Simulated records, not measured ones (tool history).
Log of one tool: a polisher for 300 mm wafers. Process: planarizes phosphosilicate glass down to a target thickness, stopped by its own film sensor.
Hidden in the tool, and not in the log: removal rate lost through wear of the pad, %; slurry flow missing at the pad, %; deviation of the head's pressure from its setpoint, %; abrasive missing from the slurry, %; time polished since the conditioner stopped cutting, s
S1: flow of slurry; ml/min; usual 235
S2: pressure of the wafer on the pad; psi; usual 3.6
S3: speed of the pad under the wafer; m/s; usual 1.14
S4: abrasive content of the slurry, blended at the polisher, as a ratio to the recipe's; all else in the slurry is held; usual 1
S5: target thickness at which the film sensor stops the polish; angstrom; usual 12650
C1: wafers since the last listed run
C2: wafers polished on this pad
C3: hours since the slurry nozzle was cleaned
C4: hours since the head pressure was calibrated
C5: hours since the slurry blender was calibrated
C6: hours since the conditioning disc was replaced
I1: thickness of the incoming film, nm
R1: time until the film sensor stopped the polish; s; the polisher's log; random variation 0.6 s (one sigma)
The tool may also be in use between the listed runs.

run     day   S1   S2    S3    S4     S5    C1    C2     C3     C4     C5     C6      I1     R1
  1       0  235  3.6  1.14     1  12650     0  3940  115.9  189.2  210.6  318.9  2017.5   63.9
      1.033  -- worn pad replaced by a new one
      1.521  -- slurry blender recalibrated
  2   1.542  235  3.6  1.14     1  12650   473   155  152.9  226.2    0.5  355.9  2015.6     64
  3   4.512  235  3.6  1.14     1  12650  1089  1245  224.2  297.5   71.8  427.2  2035.8   66.1
          6  -- conditioning disc replaced and pad reconditioned
  4   7.192  235    3  1.14     1  12650   952  2197  288.5  361.8  136.1   28.6  1985.9   73.5
  5   9.158  235    3  1.14     1  12650   721  2918  335.7    409  183.3   75.8  1995.5   75.3
  6  10.588  275  3.6  1.14   0.8  12650   524  3442    370  443.3  217.6  110.1    2009   75.5
     11.129  -- slurry blender recalibrated
     14.004  -- worn pad replaced by a new one
  7  15.921  275  3.6  1.14   0.8  12650  1864   703    498  571.3    115  238.1  1994.8   75.6
  8  18.658  235  3.6  1.36     1  12650  1004  1707  563.7    637  180.7  303.8  2040.5   62.4
  9  19.704  235  3.6  1.36     1  12650   383  2091  588.8  662.1  205.8  328.9  2010.8   59.5
 10  21.588  235  2.9  1.34     1  12650   690  2781    634  707.3    251  374.1  2024.9     73
     23.633  -- slurry blender recalibrated
 11  23.958  210  3.3   1.5   1.3  12650   839  3621  690.9  764.2    7.8    431  2022.8   53.1
     24.254  -- head pressure recalibrated
     24.262  -- worn pad replaced by a new one
 12  25.046  235  3.6  1.26     1  11710   365   287    717     19   33.9  457.1  2010.1   61.5
 13    26.5  275  3.6   0.9     1  12650   533   820  751.9   53.9   68.8    492  1979.7   65.9
     27.271  -- conditioning disc replaced and pad reconditioned
 14   28.45  235  3.6  1.14     1  12650   684  1505  798.7  100.7  115.6   28.3  2021.5   61.3
 15    29.7  270  4.2     1  1.15  12650   458  1964  828.7  130.7  145.6   58.3  2021.1   53.8
     29.758  -- slurry nozzle cleaned
 16  31.558  235  4.1  1.14   0.8  11140   666  2630   43.2  175.3  190.2  102.9  2008.6   79.5
 17  33.512  235  3.6   0.8     1  12650   716  3347   90.1  222.2  237.1  149.8  1987.3     77
     34.312  -- worn pad replaced by a new one
     35.192  -- slurry blender recalibrated
 18  35.212  235  2.6  1.32     1  12650   531   299  130.9    263    0.5  190.6  1999.6   74.4
 19  37.088  290  3.6  1.48     1  11220   687   987  175.9    308   45.5  235.6  1979.9   58.7
 20  39.258  305  3.6     1   0.7  11620   796  1783    228  360.1   97.6  287.7    1977  102.4
 21   41.35  165  3.3  0.94     1  12650   767  2550  278.2  410.3  147.8  337.9    2002   81.4
 22  42.733  235  3.6  1.14     1  12650   507  3058  311.4  443.5    181  371.1  2030.6   65.8
     45.679  -- worn pad replaced by a new one
 23  45.725  235  3.6  1.14     1  12650  1036    17  383.2  515.3  252.8  442.9  2011.6   65.4
     46.879  -- conditioning disc replaced and pad reconditioned
     47.017  -- slurry blender recalibrated
 24  47.042  235  3.6  1.14     1  12650   421   439  414.8  546.9    0.6    3.9  1975.1   61.6
 25  49.279  180  3.6  1.14     1  12650   820  1259  468.5  600.6   54.3   57.6  2012.4   67.5

Hidden state at the last listed run before each entry between runs and at the first one after, where it differs:
Between runs 1 and 2: worn pad replaced by a new one (day 1.033); slurry blender recalibrated (day 1.521)
  deviation of the head's pressure from its setpoint, %: -6.81 -> -7.59
  measured less the result without the state, R1: +3.8 -> +4.3 s
Between runs 3 and 4: conditioning disc replaced and pad reconditioned (day 6)
  deviation of the head's pressure from its setpoint, %: -8.85 -> -9.75
  measured less the result without the state, R1: +5.2 -> +6.3 s
Between runs 6 and 7: slurry blender recalibrated (day 11.129); worn pad replaced by a new one (day 14.004)
  deviation of the head's pressure from its setpoint, %: -10.6 -> -11.6
  measured less the result without the state, R1: +7.1 -> +7.8 s
Between runs 10 and 11: slurry blender recalibrated (day 23.633)
  deviation of the head's pressure from its setpoint, %: -12.3 -> -12.5
  measured less the result without the state, R1: +8 -> +5.9 s
Between runs 11 and 12: head pressure recalibrated (day 24.254); worn pad replaced by a new one (day 24.262)
  deviation of the head's pressure from its setpoint, %: -12.5 -> 0.744
  measured less the result without the state, R1: +5.9 -> -0.4 s
Between runs 13 and 14: conditioning disc replaced and pad reconditioned (day 27.271)
  deviation of the head's pressure from its setpoint, %: -0.565 -> -2.1
  measured less the result without the state, R1: +0.3 -> +1.2 s
Between runs 15 and 16: slurry nozzle cleaned (day 29.758)
  deviation of the head's pressure from its setpoint, %: -2.96 -> -4.09
  measured less the result without the state, R1: +1.4 -> +2.9 s
Between runs 17 and 18: worn pad replaced by a new one (day 34.312); slurry blender recalibrated (day 35.192)
  deviation of the head's pressure from its setpoint, %: -5.11 -> -5.88
  measured less the result without the state, R1: +3.5 -> +3.8 s
Between runs 22 and 23: worn pad replaced by a new one (day 45.679)
  deviation of the head's pressure from its setpoint, %: -8.25 -> -8.86
  measured less the result without the state, R1: +4.8 -> +5.1 s
Between runs 23 and 24: conditioning disc replaced and pad reconditioned (day 46.879); slurry blender recalibrated (day 47.017)
  deviation of the head's pressure from its setpoint, %: -8.86 -> -9.09
  measured less the result without the state, R1: +5.1 -> +5 s

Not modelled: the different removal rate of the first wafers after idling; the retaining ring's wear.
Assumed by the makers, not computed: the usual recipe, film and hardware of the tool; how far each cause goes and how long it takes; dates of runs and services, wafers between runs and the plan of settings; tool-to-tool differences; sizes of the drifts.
